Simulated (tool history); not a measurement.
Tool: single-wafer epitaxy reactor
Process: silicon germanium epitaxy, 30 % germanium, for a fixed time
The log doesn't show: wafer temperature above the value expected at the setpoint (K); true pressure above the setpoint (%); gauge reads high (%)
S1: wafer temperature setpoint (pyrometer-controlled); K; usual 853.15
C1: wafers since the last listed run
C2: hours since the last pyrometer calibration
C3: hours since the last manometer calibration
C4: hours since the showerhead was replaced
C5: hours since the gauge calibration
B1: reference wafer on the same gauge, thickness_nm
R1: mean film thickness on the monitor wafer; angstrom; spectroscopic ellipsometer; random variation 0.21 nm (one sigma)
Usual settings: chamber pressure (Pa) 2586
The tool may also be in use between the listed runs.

Run 1, hour 0.0: usual settings but chamber pressure (Pa) 3053; C1 0; C2 1351.1; C3 1703.6; C4 5613.8; C5 270.0; B1 35.457. Result: R1 499.17 angstrom.
Run 2, hour 57.6: usual settings but chamber pressure (Pa) 3053; C1 1229; C2 1408.7; C3 1761.2; C4 5671.4; C5 327.6; B1 35.511. Result: R1 495.14 angstrom.
Run 3, hour 89.4: usual settings but chamber pressure (Pa) 3053; C1 678; C2 1440.5; C3 1793.0; C4 5703.2; C5 359.4; B1 35.571. Result: R1 497.05 angstrom.
Run 4, hour 144.6: usual settings but chamber pressure (Pa) 2226; C1 1177; C2 1495.7; C3 1848.2; C4 5758.4; C5 414.6; B1 35.490. Result: R1 411.85 angstrom.
Run 5, hour 176.4: usual settings but chamber pressure (Pa) 2226; C1 678; C2 1527.5; C3 1880.0; C4 5790.2; C5 446.4; B1 35.457. Result: R1 413.30 angstrom.
At hour 230.2: capacitance manometer re-zeroed and calibrated.
Run 6, hour 230.7: usual settings but chamber pressure (Pa) 2786; C1 987; C2 1581.8; C3 0.5; C4 5844.5; C5 500.7; B1 35.464. Result: R1 475.23 angstrom.
Run 7, hour 252.1: usual settings but chamber pressure (Pa) 2346; C1 456; C2 1603.2; C3 21.9; C4 5865.9; C5 522.1; B1 35.522. Result: R1 434.93 angstrom.
Run 8, hour 278.8: usual settings but S1 867.15 K, chamber pressure (Pa) 3053; C1 569; C2 1629.9; C3 48.6; C4 5892.6; C5 548.8; B1 35.458. Result: R1 645.74 angstrom.
At hour 315.2: gauge calibrated.
At hour 332.9: pyrometer calibrated.
At hour 357.2: showerhead replaced.
Run 9, hour 357.7: usual settings but S1 848.15 K; C1 1342; C2 24.8; C3 127.5; C4 0.5; C5 42.5; B1 35.501. Result: R1 337.57 angstrom.
Run 10, hour 396.3: usual settings but chamber pressure (Pa) 3053; C1 823; C2 63.4; C3 166.1; C4 39.1; C5 81.1; B1 35.498. Result: R1 404.40 angstrom.
At hour 406.2: pyrometer calibrated, repeated, since the last time left the tool worse.
Run 11, hour 445.4: usual settings but S1 868.15 K, chamber pressure (Pa) 2386; C1 877; C2 39.2; C3 215.2; C4 88.2; C5 130.2; B1 35.545. Result: R1 541.06 angstrom.
Run 12, hour 510.0: usual settings; C1 1378; C2 103.8; C3 279.8; C4 152.8; C5 194.8; B1 35.427. Result: R1 427.99 angstrom.
Run 13, hour 543.6: usual settings; C1 716; C2 137.4; C3 313.4; C4 186.4; C5 228.4; B1 35.488. Result: R1 428.93 angstrom.
Run 14, hour 576.3: usual settings but S1 868.15 K, chamber pressure (Pa) 2973; C1 697; C2 170.1; C3 346.1; C4 219.1; C5 261.1; B1 35.489. Result: R1 614.30 angstrom.

Forecast each of these 3 alternatives for the next run:
Run A, hour 576.7: usual settings but chamber pressure (Pa) 2866; C1 8; C2 170.5; C3 346.5; C4 219.5; C5 261.5; B1 ?. Result: R1 ?.
Run B, hour 576.7: usual settings but S1 868.15 K, chamber pressure (Pa) 2173; C1 8; C2 170.5; C3 346.5; C4 219.5; C5 261.5; B1 ?. Result: R1 ?.
Run C, hour 576.7: usual settings but S1 841.15 K, chamber pressure (Pa) 2800; C1 8; C2 170.5; C3 346.5; C4 219.5; C5 261.5; B1 ?. Result: R1 ?.

run      B1      R1
  A  35.512  456.94
  B  35.512  508.50
  C  35.512  358.59
Without the tool's hidden state the same runs would have given:
run      R1
  A  458.65
  B  510.34
  C  359.97
